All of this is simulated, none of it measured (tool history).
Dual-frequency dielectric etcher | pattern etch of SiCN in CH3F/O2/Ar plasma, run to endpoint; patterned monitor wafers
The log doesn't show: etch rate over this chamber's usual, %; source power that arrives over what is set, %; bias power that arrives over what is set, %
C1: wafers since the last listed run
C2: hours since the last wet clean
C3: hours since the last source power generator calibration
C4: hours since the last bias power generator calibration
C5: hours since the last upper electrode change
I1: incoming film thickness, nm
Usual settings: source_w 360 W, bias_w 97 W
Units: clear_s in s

{"run": 1, "hour": 0.0, "source_w": 360, "bias_w": 90, "C1": 0, "C2": 52.6, "C3": 938.6, "C4": 1971.6, "C5": 1402.8, "I1": 7.84, "clear_s": 20.4}
{"run": 2, "hour": 73.4, "source_w": 360, "bias_w": 90, "C1": 1276, "C2": 126, "C3": 1012, "C4": 2045, "C5": 1476.2, "I1": 7.82, "clear_s": 20.2}
{"run": 3, "hour": 180.8, "source_w": 390, "bias_w": 97, "C1": 1867, "C2": 233.4, "C3": 1119.4, "C4": 2152.4, "C5": 1583.6, "I1": 7.81, "clear_s": 19.3}
{"run": 4, "hour": 265.9, "source_w": 390, "bias_w": 97, "C1": 1479, "C2": 318.5, "C3": 1204.5, "C4": 2237.5, "C5": 1668.7, "I1": 7.76, "clear_s": 19.4}
{"run": 5, "hour": 320.5, "source_w": 360, "bias_w": 97, "C1": 949, "C2": 373.1, "C3": 1259.1, "C4": 2292.1, "C5": 1723.3, "I1": 7.74, "clear_s": 19.9}
{"run": 6, "hour": 388.9, "source_w": 330, "bias_w": 83, "C1": 1189, "C2": 441.5, "C3": 1327.5, "C4": 2360.5, "C5": 1791.7, "I1": 7.85, "clear_s": 21.8}
{"hour": 413.3, "done": "wet clean of the chamber"}
{"run": 7, "hour": 481.1, "source_w": 290, "bias_w": 113, "C1": 1185, "C2": 67.8, "C3": 1419.7, "C4": 2452.7, "C5": 1883.9, "I1": 7.74, "clear_s": 21}
{"run": 8, "hour": 532.1, "source_w": 290, "bias_w": 113, "C1": 886, "C2": 118.8, "C3": 1470.7, "C4": 2503.7, "C5": 1934.9, "I1": 7.82, "clear_s": 21.2}
{"run": 9, "hour": 597.6, "source_w": 290, "bias_w": 113, "C1": 1138, "C2": 184.3, "C3": 1536.2, "C4": 2569.2, "C5": 2000.4, "I1": 7.88, "clear_s": 21.5}
{"run": 10, "hour": 635.0, "source_w": 400, "bias_w": 106, "C1": 650, "C2": 221.7, "C3": 1573.6, "C4": 2606.6, "C5": 2037.8, "I1": 7.77, "clear_s": 19.5}
{"run": 11, "hour": 721.5, "source_w": 400, "bias_w": 106, "C1": 1504, "C2": 308.2, "C3": 1660.1, "C4": 2693.1, "C5": 2124.3, "I1": 7.78, "clear_s": 19.6}
{"hour": 756.4, "done": "wet clean of the chamber, repeated, since the last time left the tool worse"}
{"run": 12, "hour": 779.4, "source_w": 360, "bias_w": 97, "C1": 589, "C2": 23, "C3": 1718, "C4": 2751, "C5": 2182.2, "I1": 7.78, "clear_s": 19.5}
{"hour": 785.1, "done": "source power generator calibrated"}
{"hour": 892.6, "done": "bias power generator calibrated"}
{"run": 13, "hour": 1054.4, "source_w": 280, "bias_w": 90, "C1": 4642, "C2": 298, "C3": 269.3, "C4": 161.8, "C5": 2457.2, "I1": 7.84, "clear_s": 22.4}
{"run": 14, "hour": 1127.9, "source_w": 360, "bias_w": 97, "C1": 1278, "C2": 371.5, "C3": 342.8, "C4": 235.3, "C5": 2530.7, "I1": 7.83, "clear_s": 20}
{"run": 15, "hour": 1193.3, "source_w": 360, "bias_w": 97, "C1": 1137, "C2": 436.9, "C3": 408.2, "C4": 300.7, "C5": 2596.1, "I1": 7.84, "clear_s": 20.2}
{"hour": 1220.2, "done": "wet clean of the chamber"}
{"run": 16, "hour": 1265.5, "source_w": 400, "bias_w": 82, "C1": 838, "C2": 45.3, "C3": 480.4, "C4": 372.9, "C5": 2668.3, "I1": 7.77, "clear_s": 20}
{"run": 17, "hour": 1309.2, "source_w": 420, "bias_w": 117, "C1": 759, "C2": 89, "C3": 524.1, "C4": 416.6, "C5": 2712, "I1": 7.79, "clear_s": 17.4}
{"run": 18, "hour": 1404.5, "source_w": 310, "bias_w": 74, "C1": 1657, "C2": 184.3, "C3": 619.4, "C4": 511.9, "C5": 2807.3, "I1": 7.84, "clear_s": 22.9}
{"hour": 1474.9, "done": "upper electrode replaced"}
{"run": 19, "hour": 1479.0, "source_w": 430, "bias_w": 106, "C1": 878, "C2": 258.8, "C3": 693.9, "C4": 586.4, "C5": 4.1, "I1": 7.78, "clear_s": 18}
{"hour": 1678.8, "done": "wet clean of the chamber"}
{"run": 20, "hour": 1696.8, "source_w": 360, "bias_w": 97, "C1": 3369, "C2": 18, "C3": 911.7, "C4": 804.2, "C5": 221.9, "I1": 7.79, "clear_s": 19.6}
{"run": 21, "hour": 1781.8, "source_w": 420, "bias_w": 105, "C1": 1477, "C2": 103, "C3": 996.7, "C4": 889.2, "C5": 306.9, "I1": 7.82, "clear_s": 18.1}
{"run": 22, "hour": 1857.7, "source_w": 360, "bias_w": 83, "C1": 1319, "C2": 178.9, "C3": 1072.6, "C4": 965.1, "C5": 382.8, "I1": 7.73, "clear_s": 20.6}
{"run": 23, "hour": 1908.4, "source_w": 300, "bias_w": 79, "C1": 881, "C2": 229.6, "C3": 1123.3, "C4": 1015.8, "C5": 433.5, "I1": 7.8, "clear_s": 22.7}
{"run": 24, "hour": 1979.3, "source_w": 330, "bias_w": 89, "C1": 1232, "C2": 300.5, "C3": 1194.2, "C4": 1086.7, "C5": 504.4, "I1": 7.71, "clear_s": 20.8}
{"run": 25, "hour": 2031.1, "source_w": 280, "bias_w": 90, "C1": 900, "C2": 352.3, "C3": 1246, "C4": 1138.5, "C5": 556.2, "I1": 7.82, "clear_s": 22.3}

Forecast each of these 5 alternatives for the next run:
{"run": "A", "hour": 2031.5, "source_w": 360, "bias_w": 97, "C1": 6, "C2": 352.7, "C3": 1246.4, "C4": 1138.9, "C5": 556.6, "I1": 7.75, "clear_s": "?"}
{"run": "B", "hour": 2031.5, "source_w": 320, "bias_w": 83, "C1": 6, "C2": 352.7, "C3": 1246.4, "C4": 1138.9, "C5": 556.6, "I1": 7.75, "clear_s": "?"}
{"run": "C", "hour": 2031.5, "source_w": 360, "bias_w": 109, "C1": 6, "C2": 352.7, "C3": 1246.4, "C4": 1138.9, "C5": 556.6, "I1": 7.75, "clear_s": "?"}
{"run": "D", "hour": 2031.5, "source_w": 430, "bias_w": 90, "C1": 6, "C2": 352.7, "C3": 1246.4, "C4": 1138.9, "C5": 556.6, "I1": 7.75, "clear_s": "?"}
{"run": "E", "hour": 2031.5, "source_w": 340, "bias_w": 97, "C1": 6, "C2": 352.7, "C3": 1246.4, "C4": 1138.9, "C5": 556.6, "I1": 7.75, "clear_s": "?"}

run=A clear_s=20
run=B clear_s=22
run=C clear_s=19.2
run=D clear_s=19.3
run=E clear_s=20.4
Without the tool's hidden state the same runs would have given:
run=A clear_s=19.6
run=B clear_s=21.6
run=C clear_s=18.9
run=D clear_s=18.9
run=E clear_s=20
